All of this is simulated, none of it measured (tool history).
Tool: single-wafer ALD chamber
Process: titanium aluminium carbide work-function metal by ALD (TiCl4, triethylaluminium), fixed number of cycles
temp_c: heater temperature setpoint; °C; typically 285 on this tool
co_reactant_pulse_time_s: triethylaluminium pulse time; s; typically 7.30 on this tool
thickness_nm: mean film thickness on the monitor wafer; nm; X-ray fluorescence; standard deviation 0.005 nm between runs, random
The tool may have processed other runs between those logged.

run	hour	temp_c	co_reactant_pulse_time_s	read-back reference wafer on the same gauge, thickness_nm	thickness_nm
1	0.0	285	6.38	2.084	1.604
2	18.2	285	6.38	2.081	1.596
3	30.4	285	6.38	2.082	1.599
4	45.6	285	6.34	2.078	1.591
5	69.1	285	7.30	2.081	1.632
6	100.5	285	7.30	2.082	1.625
7	128.2	285	7.30	2.082	1.623
# hour 156.0: gauge calibrated
8	156.8	285	6.57	2.079	1.589
# hour 181.1: showerhead replaced
# hour 181.9: thermocouple changed; heater temperature recalibrated
9	182.4	295	5.00	2.080	1.561
10	197.6	285	9.55	2.081	1.705
11	214.3	285	7.30	2.080	1.618
12	241.9	292	5.81	2.079	1.584
# hour 269.4: triethylaluminium bottle replaced
13	275.3	291	7.30	2.080	1.803
14	344.9	285	7.30	2.080	1.737
15	367.1	298	7.30	2.082	1.864
16	386.1	291	8.58	2.080	1.836

Run 17 has not been measured yet. What should we expect?
17	399.9	285	9.59	?	?

{"run 17": {"read-back reference wafer on the same gauge, thickness_nm": 2.08, "thickness_nm": 1.806}}
The same run, on a tool lacking any hidden state, would have yielded thickness_nm 1.809 nm.
